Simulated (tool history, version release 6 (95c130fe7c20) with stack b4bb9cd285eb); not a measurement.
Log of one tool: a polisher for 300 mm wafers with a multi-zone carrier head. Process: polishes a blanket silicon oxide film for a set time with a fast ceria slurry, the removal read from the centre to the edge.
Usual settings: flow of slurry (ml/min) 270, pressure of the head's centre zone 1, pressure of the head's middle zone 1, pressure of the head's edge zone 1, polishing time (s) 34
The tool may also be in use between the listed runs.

run	hour	flow of slurry (ml/min)	pressure of the head's centre zone	pressure of the head's middle zone	pressure of the head's edge zone	polishing time (s)	wafers since the last listed run	wafers polished on this pad	hours since the slurry nozzle was cleaned	hours since the centre zone pressure was calibrated	hours since the edge zone pressure was calibrated	hours since the carrier head's membrane was replaced	incoming thickness of the incoming film, nm	film removed at the wafer's centre (nm)	film removed at mid-radius (nm)	film removed at the wafer's edge (nm)
1	0	325	0.96	1	0.89	31	0	1387	517.2	65.5	360.7	81.1	3498.5	553.5	568.7	534.5
# hour 7: slurry nozzle cleaned
2	31.4	270	0.89	0.93	1	34	363	1751	24.4	96.9	392.1	112.5	3566.4	554.9	600.5	607.5
3	91.2	270	1	1	1	34	715	2467	84.2	156.7	451.9	172.3	3501.8	626	620.9	613.4
4	135	270	1	1	1	34	524	2992	128	200.5	495.7	216.1	3506.5	627.9	638.3	609.1
5	200.6	270	1	1	1	34	785	3777	193.6	266.1	561.3	281.7	3548.5	631.1	609	613.1
# hour 252: edge zone pressure recalibrated
6	252.5	240	1.07	0.9	1	24	597	4375	245.5	318	0.5	333.6	3453.9	479.6	402.7	434.9
# hour 309.8: worn pad replaced by a new one
7	317.3	190	1	1	1	29	727	89	310.3	382.8	65.3	398.4	3452.2	516.3	510.4	509.1
8	378	270	1	1.1	1	34	726	816	371	443.5	126	459.1	3511.2	637.5	662.7	624.4
9	446.7	270	0.96	1.05	1.08	34	822	1638	439.7	512.2	194.7	527.8	3508.1	615.7	642	642.9
# hour 474: slurry nozzle cleaned
10	502.1	270	1	1	1	34	651	2290	28.1	567.6	250.1	583.2	3508.3	645.6	619.2	605.6
11	538.1	215	1	1	0.9	26	431	2721	64.1	603.6	286.1	619.2	3522.7	487.5	474.8	440.5
12	606.7	320	1	1	1	34	821	3542	132.7	672.2	354.7	687.8	3498.2	674.2	641.3	625.8
13	641.1	270	1	1	1	34	411	3954	167.1	706.6	389.1	722.2	3487.4	652.2	618.6	613.9
14	676.1	270	1	0.91	1	34	419	4373	202.1	741.6	424.1	757.2	3562.9	665.6	586.2	612.2
15	719.2	270	1	1	1	34	516	4889	245.2	784.7	467.2	800.3	3503	658.7	611.3	607.4
16	778.8	270	1.08	0.91	1	28	713	5603	304.8	844.3	526.8	859.9	3558.1	594.4	468.2	498.8
# hour 812.1: centre zone pressure recalibrated
# hour 812.2: worn pad replaced by a new one
17	817.7	270	1	1	1	34	440	65	343.7	5.6	565.7	898.8	3540.9	608.1	627.8	603.5
18	843.4	270	0.93	1	0.95	23	307	373	369.4	31.3	591.4	924.5	3475.4	389.9	424.6	409.9
19	878.6	270	0.94	1	0.92	34	421	795	404.6	66.5	626.6	959.7	3488.3	586	617.6	595.4
# hour 880.7: edge zone pressure recalibrated
20	940.8	270	1	1	1	34	720	1515	466.8	128.7	60.1	1021.9	3524.6	616.4	628.7	612.5
# hour 964.4: slurry nozzle cleaned
21	972.4	185	1.12	0.95	1	34	366	1882	8	160.3	91.7	1053.5	3434.2	672.8	577.7	596.4

Hidden state at the last listed run before each entry between runs and at the first one after, where it differs:
Between runs 1 and 2: slurry nozzle cleaned (hour 7)
  deviation of the centre zone's pressure from its setpoint, %: -0.136 -> 0.163
  measured less the result without the state, film removed at the wafer's centre (nm): -0.8 -> +0.9
Between runs 5 and 6: edge zone pressure recalibrated (hour 252)
  deviation of the centre zone's pressure from its setpoint, %: 1.77 -> 2.27
  measured less the result without the state, film removed at the wafer's centre (nm): +11.1 -> +10.6
Between runs 6 and 7: worn pad replaced by a new one (hour 309.8)
  deviation of the centre zone's pressure from its setpoint, %: 2.27 -> 2.89
  measured less the result without the state, film removed at the wafer's centre (nm): +10.6 -> +14.6
Between runs 9 and 10: slurry nozzle cleaned (hour 474)
  deviation of the centre zone's pressure from its setpoint, %: 4.12 -> 4.65
  measured less the result without the state, film removed at the wafer's centre (nm): +24.6 -> +28.9
Between runs 16 and 17: centre zone pressure recalibrated (hour 812.1); worn pad replaced by a new one (hour 812.2)
  deviation of the centre zone's pressure from its setpoint, %: 7.28 -> -0.78
  measured less the result without the state, film removed at the wafer's centre (nm): +40.4 -> -4.8
Between runs 19 and 20: edge zone pressure recalibrated (hour 880.7)
  deviation of the centre zone's pressure from its setpoint, %: -0.2 -> 0.392
  measured less the result without the state, film removed at the wafer's centre (nm): -1.2 -> +2.5
Between runs 20 and 21: slurry nozzle cleaned (hour 964.4)
  deviation of the centre zone's pressure from its setpoint, %: 0.392 -> 0.693
  measured less the result without the state, film removed at the wafer's centre (nm): +2.5 -> +4.6
